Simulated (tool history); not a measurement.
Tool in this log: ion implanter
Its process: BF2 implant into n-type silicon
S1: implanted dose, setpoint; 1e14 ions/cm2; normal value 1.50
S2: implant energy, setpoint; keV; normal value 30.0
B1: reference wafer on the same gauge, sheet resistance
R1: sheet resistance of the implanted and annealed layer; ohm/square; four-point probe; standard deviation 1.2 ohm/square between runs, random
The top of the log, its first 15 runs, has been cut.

run   hour    S1    S2      B1       R1
 16  165.4  1.71  30.0  844.41   729.05
 17  172.0  1.50  30.0  843.99   813.73
 18  186.9  1.50  30.0  844.14   813.81
 19  193.5  1.18  37.5  844.09   953.51
     202.5  -- Faraday cup replaced and dose calibrated
 20  207.7  1.50  30.0  843.78   789.16
     217.0  -- gauge calibrated
 21  218.5  1.50  30.0  843.61   789.70
 22  235.4  1.50  30.0  843.69   789.39
 23  250.4  1.50  30.0  843.91   789.57
 24  257.6  1.81  30.0  844.12   679.74
 25  273.0  1.33  35.5  843.87   850.68
 26  284.4  1.06  40.0  844.17   997.24
 27  298.4  1.24  30.0  844.04   921.24
 28  304.8  1.29  30.0  844.00   892.96
     315.3  -- extraction supply calibrated
 29  315.8  1.37  24.5  844.24   878.23
 30  327.2  1.92  30.0  843.66   646.88
 31  343.3  1.91  33.5  844.58   644.97
 32  359.7  1.05  30.0  843.77  1053.99
 33  377.1  1.71  30.0  843.84   711.27
 34  389.9  1.67  33.5  844.39   718.32
 35  407.9  1.50  37.5  844.29   769.17
 36  414.6  1.78  22.5  843.85   709.40

Each row is a separate what-if for the run after 36, all from the same tool condition, not one after another. Results?
  A  415.0  1.50  30.0   ?   ?
  B  415.0  1.38  24.5   ?   ?
  C  415.0  1.75  20.5   ?   ?
  D  415.0  1.10  23.5   ?   ?
  E  415.0  1.50  33.0   ?   ?

run      B1       R1
  A  844.40   794.13
  B  844.40   874.98
  C  844.40   730.26
  D  844.40  1064.52
  E  844.40   784.23
Stripped of hidden state, with their random variation kept, the same runs would have yielded:
run       R1
  A   790.11
  B   870.38
  C   726.28
  D  1058.99
  E   780.34

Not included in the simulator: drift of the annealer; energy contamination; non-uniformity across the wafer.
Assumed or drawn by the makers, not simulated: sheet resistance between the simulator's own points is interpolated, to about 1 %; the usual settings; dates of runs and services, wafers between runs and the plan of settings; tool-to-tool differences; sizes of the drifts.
